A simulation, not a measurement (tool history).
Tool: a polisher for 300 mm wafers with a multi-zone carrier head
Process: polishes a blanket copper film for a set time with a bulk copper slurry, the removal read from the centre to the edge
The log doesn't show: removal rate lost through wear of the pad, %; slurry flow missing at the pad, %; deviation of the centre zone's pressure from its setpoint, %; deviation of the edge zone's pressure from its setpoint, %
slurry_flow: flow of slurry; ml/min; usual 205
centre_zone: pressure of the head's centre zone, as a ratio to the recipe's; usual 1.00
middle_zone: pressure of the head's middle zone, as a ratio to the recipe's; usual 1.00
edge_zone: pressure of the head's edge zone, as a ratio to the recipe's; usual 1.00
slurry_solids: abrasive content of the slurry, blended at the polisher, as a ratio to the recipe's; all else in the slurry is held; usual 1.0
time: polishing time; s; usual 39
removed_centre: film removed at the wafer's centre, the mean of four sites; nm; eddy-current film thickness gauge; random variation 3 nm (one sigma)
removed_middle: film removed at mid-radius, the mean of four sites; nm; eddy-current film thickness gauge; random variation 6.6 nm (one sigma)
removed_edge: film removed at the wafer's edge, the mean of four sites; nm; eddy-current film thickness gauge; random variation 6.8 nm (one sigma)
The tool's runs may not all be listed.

run,hour,slurry_flow,centre_zone,middle_zone,edge_zone,slurry_solids,time,wafers since the last listed run,wafers polished on this pad,hours since the slurry nozzle was cleaned,hours since the centre zone pressure was calibrated,hours since the edge zone pressure was calibrated,hours since the carrier head's membrane was replaced,"incoming thickness of the incoming film, nm",removed_centre,removed_middle,removed_edge
1,0.0,205,1.00,1.00,1.00,1.0,39,0,207,813.5,774.3,692.5,1063.4,2564.3,406.0,452.6,456.3
2,15.5,205,1.00,1.00,1.00,1.0,39,108,315,829.0,789.8,708.0,1078.9,2516.6,409.1,450.5,443.6
3,29.7,205,1.00,1.00,1.00,1.0,39,99,415,843.2,804.0,722.2,1093.1,2531.1,407.4,448.7,451.8
4,41.1,260,1.00,1.00,1.00,1.0,39,79,494,854.6,815.4,733.6,1104.5,2507.2,412.1,459.2,457.6
5,55.5,260,1.00,1.00,1.00,1.0,39,100,595,869.0,829.8,748.0,1118.9,2491.1,408.3,457.7,450.9
6,72.2,260,1.00,1.00,1.00,1.0,39,116,711,885.7,846.5,764.7,1135.6,2551.8,406.8,461.9,453.0
# hour 97.8: centre zone pressure recalibrated
# hour 111.2: worn pad replaced by a new one
7,113.1,205,1.00,1.00,1.00,1.0,39,243,13,926.6,15.3,805.6,1176.5,2521.3,445.9,446.8,453.5
# hour 117.1: slurry nozzle cleaned
# hour 120.9: carrier head's membrane replaced by a new one
8,122.1,205,1.00,1.00,1.00,1.0,39,29,42,5.0,24.3,814.6,1.2,2552.4,439.6,455.9,458.7
9,129.1,205,1.00,1.00,1.00,1.0,39,48,91,12.0,31.3,821.6,8.2,2526.6,446.6,443.6,453.0
10,143.1,205,1.00,0.93,1.00,0.8,39,97,189,26.0,45.3,835.6,22.2,2526.5,412.5,399.2,426.0
11,149.6,205,0.96,0.90,1.00,1.0,39,45,234,32.5,51.8,842.1,28.7,2527.2,427.6,415.7,472.7
12,158.6,205,1.00,1.00,0.89,1.0,39,62,297,41.5,60.8,851.1,37.7,2518.8,442.6,448.3,431.0
13,165.1,205,1.00,1.00,0.89,1.0,39,45,342,48.0,67.3,857.6,44.2,2474.6,441.9,452.5,422.1
14,181.0,205,1.00,0.93,1.00,0.8,39,111,453,63.9,83.2,873.5,60.1,2526.4,405.4,385.1,423.8
# hour 183.2: edge zone pressure recalibrated
15,188.9,250,1.00,1.00,1.00,0.8,39,41,494,71.8,91.1,5.7,68.0,2529.3,414.0,411.0,433.9
16,200.8,205,1.00,1.00,1.00,1.0,39,83,578,83.7,103.0,17.6,79.9,2498.8,432.3,444.2,452.9
17,209.0,205,1.00,1.00,1.00,1.0,35,57,635,91.9,111.2,25.8,88.1,2539.1,386.0,409.9,396.8
18,223.1,205,1.00,0.97,1.00,0.8,39,98,733,106.0,125.3,39.9,102.2,2513.3,399.4,401.3,409.5
19,235.1,205,1.00,1.00,0.89,0.8,39,83,817,118.0,137.3,51.9,114.2,2531.8,395.9,398.4,386.2

Forecast run 20:
20,243.6,205,1.00,1.00,0.89,1.0,39,59,876,126.5,145.8,60.4,122.7,2516.7,?,?,?

removed_centre: 424.2 nm
removed_middle: 443.5 nm
removed_edge: 425.6 nm
Without the tool's hidden state the same run would have given removed_centre 455.6 nm, removed_middle 462.9 nm, removed_edge 444.3 nm.

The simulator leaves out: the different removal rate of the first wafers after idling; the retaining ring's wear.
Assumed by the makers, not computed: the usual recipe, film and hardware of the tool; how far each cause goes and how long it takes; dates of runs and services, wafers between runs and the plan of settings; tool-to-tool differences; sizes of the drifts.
